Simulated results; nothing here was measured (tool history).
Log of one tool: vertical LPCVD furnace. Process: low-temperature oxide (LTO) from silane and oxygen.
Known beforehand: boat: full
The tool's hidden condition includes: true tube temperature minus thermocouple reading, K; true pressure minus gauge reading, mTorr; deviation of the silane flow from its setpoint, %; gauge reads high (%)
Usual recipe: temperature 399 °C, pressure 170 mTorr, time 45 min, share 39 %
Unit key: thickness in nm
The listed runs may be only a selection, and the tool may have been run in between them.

| run | hour | temperature | pressure | time | share | wafers since the last listed run | hours since the last temperature calibration | hours since the pressure gauge was zeroed | hours since the silane flow controller was replaced | hours since the gauge calibration | read-back reference wafer on the same gauge, thickness | thickness |
|---|---|---|---|---|---|---|---|---|---|---|---|---|
| 1 | 0 | 399 | 170 | 45 | 34 | 0 | 1324.1 | 4891.5 | 3334 | 25.7 | 313.01 | 265.68 |
| 2 | 34.4 | 399 | 170 | 45 | 34 | 360 | 1358.5 | 4925.9 | 3368.4 | 60.1 | 313.08 | 265.99 |
| 3 | 96.8 | 399 | 170 | 45 | 34 | 654 | 1420.9 | 4988.3 | 3430.8 | 122.5 | 312.97 | 268.26 |
| 4 | 128.5 | 399 | 170 | 45 | 39 | 332 | 1452.6 | 5020 | 3462.5 | 154.2 | 312.66 | 317.93 |
|  | 177.9 | silane flow controller replaced |
| 5 | 178.4 | 399 | 170 | 45 | 39 | 271 | 1502.5 | 5069.9 | 0.5 | 204.1 | 312.81 | 320.8 |
| 6 | 196.7 | 399 | 180 | 45 | 39 | 191 | 1520.8 | 5088.2 | 18.8 | 222.4 | 313.47 | 340.24 |
| 7 | 216.7 | 399 | 180 | 45 | 39 | 209 | 1540.8 | 5108.2 | 38.8 | 242.4 | 312.93 | 338.93 |
|  | 247 | gauge calibrated |
|  | 267.8 | pressure gauge zeroed |
| 8 | 268.3 | 399 | 170 | 45 | 39 | 289 | 1592.4 | 0.5 | 90.4 | 21.3 | 313.45 | 320.08 |
| 9 | 272.7 | 399 | 170 | 45 | 39 | 46 | 1596.8 | 4.9 | 94.8 | 25.7 | 313.35 | 321.06 |
| 10 | 279.9 | 399 | 170 | 33.5 | 44 | 75 | 1604 | 12.1 | 102 | 32.9 | 313.03 | 274.25 |
| 11 | 307.2 | 399 | 170 | 45 | 39 | 286 | 1631.3 | 39.4 | 129.3 | 60.2 | 312.87 | 321.34 |
| 12 | 340.5 | 407 | 135 | 45 | 34 | 349 | 1664.6 | 72.7 | 162.6 | 93.5 | 312.9 | 233.48 |
|  | 370.3 | thermocouples replaced and temperature profile calibrated |
| 13 | 370.8 | 399 | 170 | 50 | 39 | 66 | 0.5 | 103 | 192.9 | 123.8 | 313.12 | 343.94 |
| 14 | 398.4 | 399 | 170 | 45 | 39 | 289 | 28.1 | 130.6 | 220.5 | 151.4 | 312.86 | 309.75 |
| 15 | 431.7 | 408 | 170 | 34 | 32 | 349 | 61.4 | 163.9 | 253.8 | 184.7 | 312.84 | 200.95 |
| 16 | 465.5 | 410 | 170 | 45 | 39 | 354 | 95.2 | 197.7 | 287.6 | 218.5 | 313.08 | 349.2 |
| 17 | 482.7 | 399 | 170 | 54.5 | 39 | 180 | 112.4 | 214.9 | 304.8 | 235.7 | 312.95 | 376.13 |

A few steps of thickness between consecutive runs. Split each: what settings, incoming material and random variation would produce without the hidden state, and what is left over for the hidden state, along with gauge scatter present in only one of the two compared results (measured, and without hidden state):
Run 12 -> 13: temperature 407 -> 399, pressure 135 -> 170, time 45 -> 50, share 34 -> 39, thermocouples replaced and temperature profile calibrated. thickness +110.46 nm: hidden state -7.74, all else +118.2.
Run 15 -> 16: temperature 408 -> 410, time 34 -> 45, share 32 -> 39. thickness +148.25 nm: hidden state +0.56, all else +147.69.
